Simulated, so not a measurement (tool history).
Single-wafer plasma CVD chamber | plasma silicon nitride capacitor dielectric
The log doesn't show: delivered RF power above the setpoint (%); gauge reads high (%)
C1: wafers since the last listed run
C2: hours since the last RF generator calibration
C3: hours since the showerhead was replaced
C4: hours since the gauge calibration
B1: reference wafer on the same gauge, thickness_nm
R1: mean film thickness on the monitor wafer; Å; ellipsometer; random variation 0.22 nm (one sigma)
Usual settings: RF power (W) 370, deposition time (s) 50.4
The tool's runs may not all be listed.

Run 1, hour 0: usual settings; C1 0; C2 807.4; C3 3753.5; C4 264.7; B1 76.025. Result: R1 718.79 Å.
Run 2, hour 34.2: usual settings; C1 441; C2 841.6; C3 3787.7; C4 298.9; B1 76.035. Result: R1 718.27 Å.
Run 3, hour 55: usual settings; C1 268; C2 862.4; C3 3808.5; C4 319.7; B1 75.982. Result: R1 721.74 Å.
Run 4, hour 79.6: usual settings but deposition time (s) 52.5; C1 317; C2 887; C3 3833.1; C4 344.3; B1 75.993. Result: R1 749.41 Å.
Run 5, hour 106.7: usual settings but deposition time (s) 52.5; C1 349; C2 914.1; C3 3860.2; C4 371.4; B1 76.016. Result: R1 745.69 Å.
Run 6, hour 128.8: usual settings but deposition time (s) 54.8; C1 285; C2 936.2; C3 3882.3; C4 393.5; B1 75.985. Result: R1 778.08 Å.
Run 7, hour 226.8: usual settings but deposition time (s) 54.8; C1 1264; C2 1034.2; C3 3980.3; C4 491.5; B1 76.013. Result: R1 777.86 Å.
Run 8, hour 258.4: usual settings but deposition time (s) 44.3; C1 407; C2 1065.8; C3 4011.9; C4 523.1; B1 75.977. Result: R1 626.78 Å.
Run 9, hour 293: usual settings; C1 446; C2 1100.4; C3 4046.5; C4 557.7; B1 76.047. Result: R1 710.73 Å.
Run 10, hour 314.1: usual settings; C1 272; C2 1121.5; C3 4067.6; C4 578.8; B1 75.985. Result: R1 711.54 Å.
Run 11, hour 348.2: usual settings; C1 439; C2 1155.6; C3 4101.7; C4 612.9; B1 75.913. Result: R1 709.54 Å.
Run 12, hour 362.9: usual settings; C1 189; C2 1170.3; C3 4116.4; C4 627.6; B1 75.959. Result: R1 707.22 Å.
Run 13, hour 392.9: usual settings; C1 386; C2 1200.3; C3 4146.4; C4 657.6; B1 76.068. Result: R1 705.98 Å.
At hour 407: RF generator calibrated.
Run 14, hour 427.6: usual settings; C1 344; C2 20.6; C3 4181.1; C4 692.3; B1 75.986. Result: R1 727.77 Å.
Run 15, hour 453.8: usual settings; C1 337; C2 46.8; C3 4207.3; C4 718.5; B1 76.017. Result: R1 727.74 Å.
At hour 462.3: gauge calibrated.
Run 16, hour 481.8: usual settings; C1 361; C2 74.8; C3 4235.3; C4 19.5; B1 76.029. Result: R1 727.32 Å.
Run 17, hour 516.2: usual settings; C1 443; C2 109.2; C3 4269.7; C4 53.9; B1 76.019. Result: R1 728.01 Å.
Run 18, hour 543.9: usual settings but deposition time (s) 47.9; C1 357; C2 136.9; C3 4297.4; C4 81.6; B1 76.034. Result: R1 692.53 Å.
Run 19, hour 569.4: usual settings but deposition time (s) 47.9; C1 328; C2 162.4; C3 4322.9; C4 107.1; B1 76.087. Result: R1 692.45 Å.
Run 20, hour 595.4: usual settings but deposition time (s) 43.5; C1 335; C2 188.4; C3 4348.9; C4 133.1; B1 75.999. Result: R1 629.16 Å.
Run 21, hour 629.8: usual settings; C1 443; C2 222.8; C3 4383.3; C4 167.5; B1 76.012. Result: R1 722.54 Å.
Run 22, hour 642.9: usual settings but RF power (W) 410, deposition time (s) 47.3; C1 168; C2 235.9; C3 4396.4; C4 180.6; B1 76.014. Result: R1 703.69 Å.
Run 23, hour 663.7: usual settings but RF power (W) 420, deposition time (s) 44.2; C1 268; C2 256.7; C3 4417.2; C4 201.4; B1 75.998. Result: R1 662 Å.
At hour 679.9: showerhead replaced.
Run 24, hour 694.1: usual settings but RF power (W) 390, deposition time (s) 44.7; C1 288; C2 287.1; C3 14.2; C4 231.8; B1 75.943. Result: R1 654.22 Å.
Run 25, hour 718.3: usual settings but deposition time (s) 43.5; C1 312; C2 311.3; C3 38.4; C4 256; B1 75.947. Result: R1 623.84 Å.
Run 26, hour 737.4: usual settings but RF power (W) 335, deposition time (s) 45.2; C1 246; C2 330.4; C3 57.5; C4 275.1; B1 75.952. Result: R1 633.34 Å.
Run 27, hour 750.5: usual settings; C1 168; C2 343.5; C3 70.6; C4 288.2; B1 76.022. Result: R1 724.47 Å.
Run 28, hour 783.6: usual settings but RF power (W) 335, deposition time (s) 44; C1 426; C2 376.6; C3 103.7; C4 321.3; B1 76.01. Result: R1 616.67 Å.
Run 29, hour 816.5: usual settings; C1 424; C2 409.5; C3 136.6; C4 354.2; B1 76.053. Result: R1 725.8 Å.
Run 30, hour 828.9: usual settings; C1 159; C2 421.9; C3 149; C4 366.6; B1 76.058. Result: R1 727.38 Å.
Run 31, hour 855.2: usual settings; C1 339; C2 448.2; C3 175.3; C4 392.9; B1 75.985. Result: R1 726.94 Å.
Run 32, hour 869.7: usual settings but RF power (W) 320, deposition time (s) 42.6; C1 187; C2 462.7; C3 189.8; C4 407.4; B1 76.082. Result: R1 593.1 Å.
Run 33, hour 899.7: usual settings but deposition time (s) 56; C1 386; C2 492.7; C3 219.8; C4 437.4; B1 75.987. Result: R1 803.56 Å.
Run 34, hour 922.1: usual settings but RF power (W) 315, deposition time (s) 55.4; C1 288; C2 515.1; C3 242.2; C4 459.8; B1 75.877. Result: R1 763 Å.
Run 35, hour 1018: usual settings; C1 1237; C2 611; C3 338.1; C4 555.7; B1 75.986. Result: R1 722.91 Å.
Run 36, hour 1052: usual settings but RF power (W) 325, deposition time (s) 42.6; C1 438; C2 645; C3 372.1; C4 589.7; B1 76.025. Result: R1 588.31 Å.
Run 37, hour 1086.6: usual settings but RF power (W) 440, deposition time (s) 54.1; C1 446; C2 679.6; C3 406.7; C4 624.3; B1 76.085. Result: R1 806.19 Å.
Run 38, hour 1112.1: usual settings but RF power (W) 310, deposition time (s) 42.8; C1 328; C2 705.1; C3 432.2; C4 649.8; B1 75.919. Result: R1 585.47 Å.
Run 39, hour 1135.9: usual settings but RF power (W) 430; C1 306; C2 728.9; C3 456; C4 673.6; B1 75.964. Result: R1 752.13 Å.
Run 40, hour 1163.7: usual settings but RF power (W) 410, deposition time (s) 47.3; C1 358; C2 756.7; C3 483.8; C4 701.4; B1 75.992. Result: R1 694.38 Å.
At hour 1172.1: gauge calibrated.
Run 41, hour 1187.1: usual settings but RF power (W) 310, deposition time (s) 60.1; C1 301; C2 780.1; C3 507.2; C4 15; B1 75.931. Result: R1 816.92 Å.
Run 42, hour 1216.6: usual settings but RF power (W) 315, deposition time (s) 53; C1 380; C2 809.6; C3 536.7; C4 44.5; B1 76.053. Result: R1 723.89 Å.

What the log doesn't show, run by run:
gauge reads high (%): 0 in every run
H1: delivered RF power above the setpoint (%)
run      H1
  1    -4.8
  2    -5.2
  3   -5.45
  4   -5.76
  5    -6.1
  6   -6.39
  7   -7.75
  8   -8.22
  9   -8.74
 10   -9.08
 11   -9.62
 12   -9.86
 13   -10.4
 14  -0.568
 15  -0.581
 16  -0.605
 17  -0.649
 18  -0.697
 19  -0.751
 20  -0.815
 21  -0.915
 22  -0.958
 23   -1.03
 24   -1.15
 25   -1.25
 26   -1.33
 27    -1.4
 28   -1.57
 29   -1.75
 30   -1.82
 31   -1.98
 32   -2.07
 33   -2.28
 34   -2.44
 35    -3.2
 36    -3.5
 37   -3.82
 38   -4.07
 39   -4.31
 40    -4.6
 41   -4.86
 42   -5.19

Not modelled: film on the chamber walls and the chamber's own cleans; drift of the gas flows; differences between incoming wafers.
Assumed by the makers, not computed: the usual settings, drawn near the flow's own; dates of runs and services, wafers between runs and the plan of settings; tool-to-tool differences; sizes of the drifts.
